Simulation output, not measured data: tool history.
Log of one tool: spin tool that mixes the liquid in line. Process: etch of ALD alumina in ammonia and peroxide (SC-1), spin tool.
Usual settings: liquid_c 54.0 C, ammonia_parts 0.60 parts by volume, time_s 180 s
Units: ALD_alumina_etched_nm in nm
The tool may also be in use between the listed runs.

run,hour,liquid_c,ammonia_parts,time_s,wafers since the last listed run,hours since the thermometer was replaced,hours since the ammonia flow meter was replaced,hours since the heated supply line was repaired,hours since the drum of ammonia solution was connected,hours since the gauge calibration,"read-back film thickness of the ALD alumina reference wafer, read on the same gauge (nm)",ALD_alumina_etched_nm
1,0.0,54.0,0.60,180,0,3060.2,902.0,3562.9,420.7,225.6,89.98,8.67
2,6.8,49.5,0.50,180,36,3067.0,908.8,3569.7,427.5,232.4,90.00,6.57
3,21.0,49.5,0.50,180,75,3081.2,923.0,3583.9,441.7,246.6,90.00,6.58
4,28.1,46.5,0.80,180,37,3088.3,930.1,3591.0,448.8,253.7,90.01,5.83
5,43.2,46.5,0.80,180,79,3103.4,945.2,3606.1,463.9,268.8,90.01,5.78
6,56.7,46.5,0.80,180,71,3116.9,958.7,3619.6,477.4,282.3,89.99,5.83
# hour 67.2: ammonia flow meter replaced
7,67.7,54.0,0.60,180,52,3127.9,0.5,3630.6,488.4,293.3,90.02,8.57
8,74.8,54.0,0.60,180,37,3135.0,7.6,3637.7,495.5,300.4,90.00,8.55
9,91.1,54.0,0.60,180,86,3151.3,23.9,3654.0,511.8,316.7,89.99,8.63
10,105.0,54.0,0.60,180,73,3165.2,37.8,3667.9,525.7,330.6,90.01,8.60
11,112.7,54.0,0.60,180,40,3172.9,45.5,3675.6,533.4,338.3,90.01,8.58
12,129.2,63.0,0.40,250,87,3189.4,62.0,3692.1,549.9,354.8,89.99,18.57
13,145.9,45.0,0.30,270,88,3206.1,78.7,3708.8,566.6,371.5,90.01,7.24
# hour 156.0: new drum of ammonia solution connected
# hour 157.9: heated supply line repaired
# hour 161.9: gauge calibrated
14,163.7,63.5,0.80,180,83,3223.9,96.5,5.8,7.7,1.8,90.02,14.51
15,173.6,59.0,0.75,210,52,3233.8,106.4,15.7,17.6,11.7,90.00,13.34
# hour 179.3: thermometer replaced
16,191.1,54.0,0.60,180,87,11.8,123.9,33.2,35.1,29.2,90.02,10.06
17,203.7,48.0,0.60,150,66,24.4,136.5,45.8,47.7,41.8,90.02,6.03

Predict the results of run 18:
18,221.4,58.0,0.90,285,93,42.1,154.2,63.5,65.4,59.5,?,?

read-back film thickness of the ALD alumina reference wafer, read on the same gauge (nm): 90.01
ALD_alumina_etched_nm: 20.41 nm
Take away the tool's hidden state, keep the run-to-run variation as it was, and the same run would have given ALD_alumina_etched_nm 20.47 nm.
